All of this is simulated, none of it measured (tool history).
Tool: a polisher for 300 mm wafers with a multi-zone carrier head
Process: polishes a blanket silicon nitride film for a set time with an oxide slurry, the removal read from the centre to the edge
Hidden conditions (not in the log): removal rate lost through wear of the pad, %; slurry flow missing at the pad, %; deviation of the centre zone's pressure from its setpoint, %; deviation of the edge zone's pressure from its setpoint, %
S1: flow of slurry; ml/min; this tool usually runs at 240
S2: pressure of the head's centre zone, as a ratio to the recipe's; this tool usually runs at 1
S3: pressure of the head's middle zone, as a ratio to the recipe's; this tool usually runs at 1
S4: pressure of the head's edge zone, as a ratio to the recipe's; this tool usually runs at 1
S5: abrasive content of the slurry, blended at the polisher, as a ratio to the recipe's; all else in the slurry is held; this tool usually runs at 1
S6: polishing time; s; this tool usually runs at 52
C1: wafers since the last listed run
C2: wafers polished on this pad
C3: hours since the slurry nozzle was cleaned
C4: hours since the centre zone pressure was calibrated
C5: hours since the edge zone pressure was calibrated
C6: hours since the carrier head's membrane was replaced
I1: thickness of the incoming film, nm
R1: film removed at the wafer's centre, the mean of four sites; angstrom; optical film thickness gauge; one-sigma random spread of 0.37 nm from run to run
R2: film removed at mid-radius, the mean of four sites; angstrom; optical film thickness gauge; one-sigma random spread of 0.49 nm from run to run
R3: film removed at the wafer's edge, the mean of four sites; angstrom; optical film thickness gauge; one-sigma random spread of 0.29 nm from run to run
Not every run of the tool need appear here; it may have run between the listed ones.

| run | day | S1 | S2 | S3 | S4 | S5 | S6 | C1 | C2 | C3 | C4 | C5 | C6 | I1 | R1 | R2 | R3 |
|---|---|---|---|---|---|---|---|---|---|---|---|---|---|---|---|---|---|
| 1 | 0 | 240 | 1 | 1 | 1 | 1 | 52 | 0 | 1729 | 590.9 | 633 | 684.3 | 447.8 | 476.5 | 315 | 315 | 331 |
| 2 | 4.05 | 240 | 0.93 | 1 | 1 | 1 | 52 | 553 | 2282 | 688.1 | 730.2 | 781.5 | 545 | 468.2 | 278 | 299 | 324 |
|  | 5.225 | slurry nozzle cleaned |
|  | 5.346 | worn pad replaced by a new one |
| 3 | 7.479 | 240 | 0.93 | 1 | 1 | 1 | 52 | 446 | 291 | 54.1 | 812.5 | 863.8 | 627.3 | 470.2 | 322 | 342 | 356 |
| 4 | 10.671 | 240 | 0.93 | 1 | 1 | 1 | 52 | 436 | 727 | 130.7 | 889.1 | 940.4 | 703.9 | 461.9 | 312 | 337 | 352 |
| 5 | 12.583 | 240 | 1 | 0.93 | 1 | 1 | 52 | 261 | 988 | 176.6 | 935 | 986.3 | 749.8 | 479.2 | 335 | 317 | 351 |
|  | 13.775 | edge zone pressure recalibrated |
| 6 | 14.508 | 240 | 1 | 0.93 | 1 | 1 | 52 | 251 | 1240 | 222.8 | 981.2 | 17.6 | 796 | 470.8 | 339 | 312 | 345 |
| 7 | 18.696 | 310 | 1 | 1 | 1 | 1 | 52 | 572 | 1812 | 323.3 | 1081.7 | 118.1 | 896.5 | 464.6 | 332 | 335 | 344 |
| 8 | 22.842 | 305 | 1 | 1 | 1 | 1 | 61 | 566 | 2378 | 422.8 | 1181.2 | 217.6 | 996 | 471.7 | 383 | 385 | 401 |
| 9 | 27.279 | 240 | 0.96 | 0.92 | 0.96 | 1 | 52 | 606 | 2984 | 529.3 | 1287.7 | 324.1 | 1102.5 | 461.4 | 298 | 291 | 315 |
|  | 28.129 | worn pad replaced by a new one |
|  | 29.35 | centre zone pressure recalibrated |
| 10 | 30.112 | 240 | 0.96 | 0.91 | 1 | 1 | 52 | 352 | 259 | 597.3 | 18.3 | 392.1 | 1170.5 | 472.4 | 308 | 304 | 339 |
| 11 | 34.138 | 240 | 1 | 1 | 1.1 | 1 | 52 | 549 | 809 | 693.9 | 114.9 | 488.7 | 1267.1 | 466.5 | 314 | 306 | 342 |
|  | 37.412 | slurry nozzle cleaned |
| 12 | 38.067 | 315 | 1 | 1 | 1 | 1.25 | 36 | 531 | 1340 | 15.7 | 209.2 | 583 | 1361.4 | 469.1 | 267 | 255 | 271 |
|  | 40.975 | carrier head's membrane replaced by a new one |
| 13 | 42.221 | 240 | 1 | 1 | 1 | 1 | 41 | 539 | 1879 | 115.4 | 308.9 | 682.7 | 29.9 | 468.6 | 253 | 248 | 264 |
| 14 | 45.225 | 240 | 1 | 1.05 | 1 | 1.2 | 65 | 410 | 2289 | 187.5 | 381 | 754.8 | 102 | 472.9 | 436 | 443 | 455 |
|  | 48.004 | worn pad replaced by a new one |
|  | 53.858 | edge zone pressure recalibrated |
| 15 | 58.154 | 240 | 1 | 1 | 1 | 1 | 52 | 1732 | 1375 | 497.8 | 691.3 | 103.1 | 412.3 | 479.3 | 316 | 312 | 328 |
| 16 | 61.329 | 240 | 1 | 1 | 1 | 1 | 52 | 433 | 1808 | 574 | 767.5 | 179.3 | 488.5 | 471.6 | 309 | 298 | 325 |
| 17 | 63.121 | 285 | 1 | 1 | 1 | 1 | 52 | 244 | 2053 | 617 | 810.5 | 222.3 | 531.5 | 474.1 | 321 | 310 | 335 |
| 18 | 66.404 | 240 | 1 | 1 | 1 | 1 | 52 | 448 | 2502 | 695.8 | 889.3 | 301.1 | 610.3 | 466.6 | 296 | 295 | 313 |
| 19 | 68.354 | 180 | 1 | 1 | 1.06 | 1 | 52 | 266 | 2768 | 742.6 | 936.1 | 347.9 | 657.1 | 469.8 | 264 | 264 | 298 |
|  | 70.771 | worn pad replaced by a new one |
|  | 71.488 | slurry nozzle cleaned |
| 20 | 73.871 | 175 | 1.08 | 1 | 1 | 1 | 52 | 725 | 418 | 57.2 | 1068.5 | 480.3 | 789.5 | 479 | 353 | 314 | 341 |
| 21 | 78.358 | 240 | 0.93 | 1.06 | 1.08 | 1 | 52 | 613 | 1031 | 164.9 | 1176.2 | 588 | 897.2 | 474.1 | 309 | 352 | 362 |

Forecast each of these 4 alternatives for the next run:
| A | 78.375 | 240 | 1 | 1 | 0.88 | 1 | 52 | 2 | 1033 | 165.3 | 1176.6 | 588.4 | 897.6 | 470.1 | ? | ? | ? |
| B | 78.375 | 240 | 1 | 0.91 | 1 | 1 | 52 | 2 | 1033 | 165.3 | 1176.6 | 588.4 | 897.6 | 470.1 | ? | ? | ? |
| C | 78.375 | 240 | 1 | 1 | 0.91 | 1 | 52 | 2 | 1033 | 165.3 | 1176.6 | 588.4 | 897.6 | 470.1 | ? | ? | ? |
| D | 78.375 | 280 | 1 | 1.05 | 1 | 1.1 | 62 | 2 | 1033 | 165.3 | 1176.6 | 588.4 | 897.6 | 470.1 | ? | ? | ? |

| run | R1 | R2 | R3 |
|---|---|---|---|
| A | 331 | 334 | 325 |
| B | 331 | 318 | 345 |
| C | 331 | 334 | 330 |
| D | 426 | 438 | 439 |
Had the tool no hidden state, the same runs would have come out as:
| run | R1 | R2 | R3 |
|---|---|---|---|
| A | 349 | 350 | 339 |
| B | 348 | 334 | 360 |
| C | 349 | 350 | 345 |
| D | 446 | 459 | 458 |

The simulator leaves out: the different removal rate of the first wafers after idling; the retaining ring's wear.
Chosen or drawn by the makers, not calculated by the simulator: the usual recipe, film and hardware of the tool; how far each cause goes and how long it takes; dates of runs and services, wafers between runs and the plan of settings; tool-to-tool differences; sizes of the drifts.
